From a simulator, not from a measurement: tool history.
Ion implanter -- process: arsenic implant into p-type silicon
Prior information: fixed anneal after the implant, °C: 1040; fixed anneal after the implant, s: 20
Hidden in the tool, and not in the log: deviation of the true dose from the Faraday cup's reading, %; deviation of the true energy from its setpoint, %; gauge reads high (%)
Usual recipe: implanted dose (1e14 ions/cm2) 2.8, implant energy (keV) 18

run	hour	implanted dose (1e14 ions/cm2)	implant energy (keV)	wafers since the last listed run	hours since the last dose calibration	hours since the extraction supply was calibrated	hours since the gauge calibration	read-back reference wafer on the same gauge, sheet resistance	sheet resistance of the implanted and annealed layer (ohm/square)
1	0	2.52	13.5	0	337	1534.8	959.2	299.64	325.26
2	59.4	2.46	19.5	730	396.4	1594.2	1018.6	299.91	316.79
3	106.3	2.53	18	576	443.3	1641.1	1065.5	300.13	315.13
4	142.3	2.53	18	442	479.3	1677.1	1101.5	299.89	314.38
5	204.9	2.8	18	769	541.9	1739.7	1164.1	299.29	289.06
6	271.9	2.39	18	823	608.9	1806.7	1231.1	300.2	325.79
7	312	3.16	22.5	492	649	1846.8	1271.2	300.97	256.42
8	351.6	3.16	22.5	486	688.6	1886.4	1310.8	299.26	256.78
9	412.3	3.16	22.5	746	749.3	1947.1	1371.5	299.78	255.81
10	444.5	3.38	22.5	395	781.5	1979.3	1403.7	299.84	244.66
# hour 453.2: Faraday cup replaced and dose calibrated
11	514.3	2.8	18	759	61.1	2049.1	1473.5	300.06	290.92
# hour 534.9: extraction supply calibrated
12	549	2.8	18	328	95.8	14.1	1508.2	299.59	287.81
13	614.9	2.8	18	810	161.7	80	1574.1	300.47	287.7
# hour 632: gauge calibrated
14	663.1	2.8	18	592	209.9	128.2	31.1	299.62	289.3
15	690.1	2.8	18	331	236.9	155.2	58.1	299.42	287.69
16	761.8	3.35	16.5	881	308.6	226.9	129.8	299.11	254.02

What does the tool deliver on the next run?
17	944.8	3.15	24	2249	491.6	409.9	312.8	?	?

read-back reference wafer on the same gauge, sheet resistance: 299.08
sheet resistance of the implanted and annealed layer (ohm/square): 255.57
With the hidden condition absent and the run-to-run variation left alone, this run would have shown sheet resistance of the implanted and annealed layer (ohm/square) 255.57.
